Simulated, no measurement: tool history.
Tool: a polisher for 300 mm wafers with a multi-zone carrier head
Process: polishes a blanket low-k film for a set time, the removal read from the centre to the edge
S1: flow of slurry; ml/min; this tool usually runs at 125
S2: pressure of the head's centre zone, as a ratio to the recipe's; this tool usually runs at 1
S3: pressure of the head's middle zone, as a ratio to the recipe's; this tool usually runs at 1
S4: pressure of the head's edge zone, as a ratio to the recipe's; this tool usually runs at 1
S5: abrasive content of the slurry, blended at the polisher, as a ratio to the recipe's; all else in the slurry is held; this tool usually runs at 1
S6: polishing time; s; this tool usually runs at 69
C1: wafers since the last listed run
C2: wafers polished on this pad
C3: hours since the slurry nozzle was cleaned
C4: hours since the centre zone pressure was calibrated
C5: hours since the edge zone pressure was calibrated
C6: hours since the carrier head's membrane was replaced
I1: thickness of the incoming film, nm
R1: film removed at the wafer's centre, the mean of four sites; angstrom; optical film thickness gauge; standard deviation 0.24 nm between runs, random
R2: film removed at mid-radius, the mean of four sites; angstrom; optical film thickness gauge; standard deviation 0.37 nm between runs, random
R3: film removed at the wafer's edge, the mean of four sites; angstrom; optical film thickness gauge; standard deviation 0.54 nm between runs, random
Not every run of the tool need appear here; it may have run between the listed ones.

run 1 hour=0 | S1=125 S2=1.03 S3=1 S4=1 S5=1 S6=54 | C1=0 C2=382 C3=260 C4=319.1 C5=343.4 C6=32.4 | I1=444.7 | R1=297 R2=292 R3=296
run 2 hour=39.2 | S1=125 S2=1 S3=1 S4=1 S5=1 S6=69 | C1=463 C2=845 C3=299.2 C4=358.3 C5=382.6 C6=71.6 | I1=439.8 | R1=364 R2=372 R3=381
run 3 hour=108.6 | S1=115 S2=1 S3=1 S4=1 S5=1.1 S6=69 | C1=819 C2=1665 C3=368.6 C4=427.7 C5=452 C6=141 | I1=437.4 | R1=367 R2=384 R3=386
run 4 hour=163.8 | S1=125 S2=1 S3=1 S4=1.04 S5=1.1 S6=69 | C1=652 C2=2317 C3=423.8 C4=482.9 C5=507.2 C6=196.2 | I1=435.5 | R1=373 R2=388 R3=393
run 5 hour=224.8 | S1=125 S2=1 S3=1 S4=1 S5=1 S6=69 | C1=720 C2=3038 C3=484.8 C4=543.9 C5=568.2 C6=257.2 | I1=439.8 | R1=365 R2=372 R3=382
run 6 hour=258 | S1=125 S2=1 S3=1 S4=1.06 S5=1 S6=78 | C1=392 C2=3430 C3=518 C4=577.1 C5=601.4 C6=290.4 | I1=437.9 | R1=415 R2=434 R3=437
-- hour=275.5 centre zone pressure recalibrated
run 7 hour=288.4 | S1=125 S2=1 S3=1 S4=1.06 S5=1 S6=78 | C1=335 C2=3766 C3=548.4 C4=12.9 C5=631.8 C6=320.8 | I1=432.5 | R1=411 R2=431 R3=450
run 8 hour=317.6 | S1=125 S2=1.04 S3=1 S4=1 S5=1 S6=69 | C1=344 C2=4111 C3=577.6 C4=42.1 C5=661 C6=350 | I1=446.6 | R1=377 R2=370 R3=384
run 9 hour=375.4 | S1=155 S2=0.96 S3=0.91 S4=1 S5=1 S6=69 | C1=682 C2=4794 C3=635.4 C4=99.9 C5=718.8 C6=407.8 | I1=445.3 | R1=369 R2=367 R3=400
-- hour=386.6 worn pad replaced by a new one
run 10 hour=412.6 | S1=125 S2=1.03 S3=1 S4=1 S5=1 S6=82 | C1=392 C2=307 C3=672.6 C4=137.1 C5=756 C6=445 | I1=438.2 | R1=446 R2=451 R3=460
-- hour=462.2 slurry nozzle cleaned
run 11 hour=468.8 | S1=125 S2=1.06 S3=1 S4=1 S5=1 S6=69 | C1=652 C2=959 C3=6.6 C4=193.3 C5=812.2 C6=501.2 | I1=444.9 | R1=382 R2=378 R3=375
run 12 hour=511.1 | S1=125 S2=1 S3=1 S4=1 S5=1 S6=69 | C1=499 C2=1459 C3=48.9 C4=235.6 C5=854.5 C6=543.5 | I1=436.5 | R1=365 R2=373 R3=377
-- hour=565 edge zone pressure recalibrated
run 13 hour=571 | S1=150 S2=1 S3=1.05 S4=1 S5=1.1 S6=54 | C1=684 C2=2143 C3=108.8 C4=295.5 C5=6 C6=603.4 | I1=442.8 | R1=302 R2=330 R3=316
run 14 hour=606 | S1=160 S2=1.07 S3=1 S4=1 S5=1 S6=89 | C1=413 C2=2556 C3=143.8 C4=330.5 C5=41 C6=638.4 | I1=437.5 | R1=532 R2=517 R3=516
run 15 hour=656.2 | S1=125 S2=1 S3=0.93 S4=1 S5=1 S6=47 | C1=593 C2=3149 C3=194 C4=380.7 C5=91.2 C6=688.6 | I1=442.9 | R1=248 R2=245 R3=250
run 16 hour=687.4 | S1=125 S2=1 S3=1 S4=1 S5=1.1 S6=69 | C1=368 C2=3518 C3=225.2 C4=411.9 C5=122.4 C6=719.8 | I1=446.5 | R1=375 R2=390 R3=395
run 17 hour=739.7 | S1=125 S2=1 S3=1 S4=1 S5=1 S6=54 | C1=617 C2=4136 C3=277.5 C4=464.2 C5=174.7 C6=772.1 | I1=439.7 | R1=284 R2=298 R3=295
run 18 hour=796.7 | S1=115 S2=0.96 S3=1 S4=0.88 S5=1 S6=69 | C1=673 C2=4809 C3=334.5 C4=521.2 C5=231.7 C6=829.1 | I1=431.9 | R1=345 R2=373 R3=358
-- hour=803.2 worn pad replaced by a new one
-- hour=849.2 centre zone pressure recalibrated
run 19 hour=849.7 | S1=125 S2=0.88 S3=1 S4=0.9 S5=1 S6=57 | C1=555 C2=525 C3=387.5 C4=0.5 C5=284.7 C6=882.1 | I1=433.3 | R1=267 R2=311 R3=305
run 20 hour=915.9 | S1=125 S2=1 S3=1 S4=1 S5=1 S6=51 | C1=782 C2=1307 C3=453.7 C4=66.7 C5=350.9 C6=948.3 | I1=438.8 | R1=272 R2=280 R3=282
run 21 hour=965.3 | S1=125 S2=1 S3=1.1 S4=0.89 S5=1 S6=59 | C1=583 C2=1891 C3=503.1 C4=116.1 C5=400.3 C6=997.7 | I1=448.4 | R1=312 R2=346 R3=305

What if the next run were any one of these 5? Each begins from the tool's condition after run 21:
run A hour=965.7 | S1=125 S2=1 S3=1.12 S4=1 S5=1 S6=69 | C1=4 C2=1896 C3=503.5 C4=116.5 C5=400.7 C6=998.1 | I1=436.4 | R1=? R2=? R3=?
run B hour=965.7 | S1=125 S2=1 S3=1 S4=1.11 S5=1 S6=86 | C1=4 C2=1896 C3=503.5 C4=116.5 C5=400.7 C6=998.1 | I1=436.4 | R1=? R2=? R3=?
run C hour=965.7 | S1=125 S2=1.06 S3=1 S4=0.96 S5=0.85 S6=61 | C1=4 C2=1896 C3=503.5 C4=116.5 C5=400.7 C6=998.1 | I1=436.4 | R1=? R2=? R3=?
run D hour=965.7 | S1=125 S2=1.1 S3=1 S4=1 S5=1 S6=69 | C1=4 C2=1896 C3=503.5 C4=116.5 C5=400.7 C6=998.1 | I1=436.4 | R1=? R2=? R3=?
run E hour=965.7 | S1=125 S2=1 S3=1.04 S4=1 S5=1.15 S6=80 | C1=4 C2=1896 C3=503.5 C4=116.5 C5=400.7 C6=998.1 | I1=436.4 | R1=? R2=? R3=?

run=A R1=369 R2=413 R3=381
run=B R1=459 R2=467 R3=500
run=C R1=330 R2=316 R3=316
run=D R1=405 R2=374 R3=381
run=E R1=444 R2=467 R3=460
Without the tool's unlogged condition, the same runs would have read:
run=A R1=369 R2=413 R3=381
run=B R1=459 R2=467 R3=500
run=C R1=330 R2=316 R3=316
run=D R1=405 R2=374 R3=381
run=E R1=444 R2=467 R3=460
